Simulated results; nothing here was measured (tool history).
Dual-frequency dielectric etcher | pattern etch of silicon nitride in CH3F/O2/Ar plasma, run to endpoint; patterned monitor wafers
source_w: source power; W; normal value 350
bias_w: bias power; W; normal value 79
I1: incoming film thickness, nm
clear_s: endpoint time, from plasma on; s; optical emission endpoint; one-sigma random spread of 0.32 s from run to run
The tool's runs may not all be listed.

run 1 hour=0.0 | source_w=350 bias_w=79 | I1=49.92 | clear_s=75.7
run 2 hour=70.8 | source_w=350 bias_w=79 | I1=49.63 | clear_s=74.6
run 3 hour=118.1 | source_w=350 bias_w=79 | I1=50.12 | clear_s=75.3
run 4 hour=153.8 | source_w=350 bias_w=83 | I1=49.71 | clear_s=72.9
run 5 hour=194.1 | source_w=350 bias_w=83 | I1=50.21 | clear_s=73.8
run 6 hour=259.2 | source_w=350 bias_w=79 | I1=49.58 | clear_s=74.0
run 7 hour=286.6 | source_w=350 bias_w=79 | I1=50.09 | clear_s=75.4
run 8 hour=324.2 | source_w=350 bias_w=79 | I1=49.83 | clear_s=74.3
run 9 hour=393.9 | source_w=350 bias_w=79 | I1=49.47 | clear_s=74.1
run 10 hour=423.6 | source_w=350 bias_w=79 | I1=50.31 | clear_s=75.0
run 11 hour=478.1 | source_w=350 bias_w=79 | I1=49.72 | clear_s=74.2
-- hour=550.3 upper electrode replaced
run 12 hour=550.8 | source_w=350 bias_w=67 | I1=50.58 | clear_s=81.8
-- hour=560.4 source power generator calibrated
run 13 hour=572.9 | source_w=350 bias_w=67 | I1=49.84 | clear_s=79.7
-- hour=601.1 wet clean of the chamber
run 14 hour=635.7 | source_w=350 bias_w=67 | I1=50.58 | clear_s=81.3
run 15 hour=693.4 | source_w=350 bias_w=79 | I1=49.77 | clear_s=74.5
run 16 hour=738.9 | source_w=350 bias_w=79 | I1=50.56 | clear_s=74.9
run 17 hour=786.0 | source_w=350 bias_w=79 | I1=50.16 | clear_s=74.6
run 18 hour=829.3 | source_w=300 bias_w=63 | I1=50.39 | clear_s=88.2
run 19 hour=872.8 | source_w=260 bias_w=90 | I1=49.47 | clear_s=78.0
run 20 hour=906.4 | source_w=440 bias_w=79 | I1=49.92 | clear_s=68.0
run 21 hour=939.3 | source_w=350 bias_w=79 | I1=49.84 | clear_s=74.1
run 22 hour=997.3 | source_w=280 bias_w=95 | I1=49.82 | clear_s=74.4
run 23 hour=1058.0 | source_w=420 bias_w=97 | I1=50.31 | clear_s=64.0
run 24 hour=1083.9 | source_w=350 bias_w=79 | I1=49.66 | clear_s=73.9

Forecast run 25:
-- hour=1104.0 bias power generator calibrated
run 25 hour=1132.3 | source_w=350 bias_w=64 | I1=50.25 | clear_s=?

{"run 25": {"clear_s": 82.5}}
The same run, on a tool lacking any hidden state, would have yielded clear_s 82.7 s.

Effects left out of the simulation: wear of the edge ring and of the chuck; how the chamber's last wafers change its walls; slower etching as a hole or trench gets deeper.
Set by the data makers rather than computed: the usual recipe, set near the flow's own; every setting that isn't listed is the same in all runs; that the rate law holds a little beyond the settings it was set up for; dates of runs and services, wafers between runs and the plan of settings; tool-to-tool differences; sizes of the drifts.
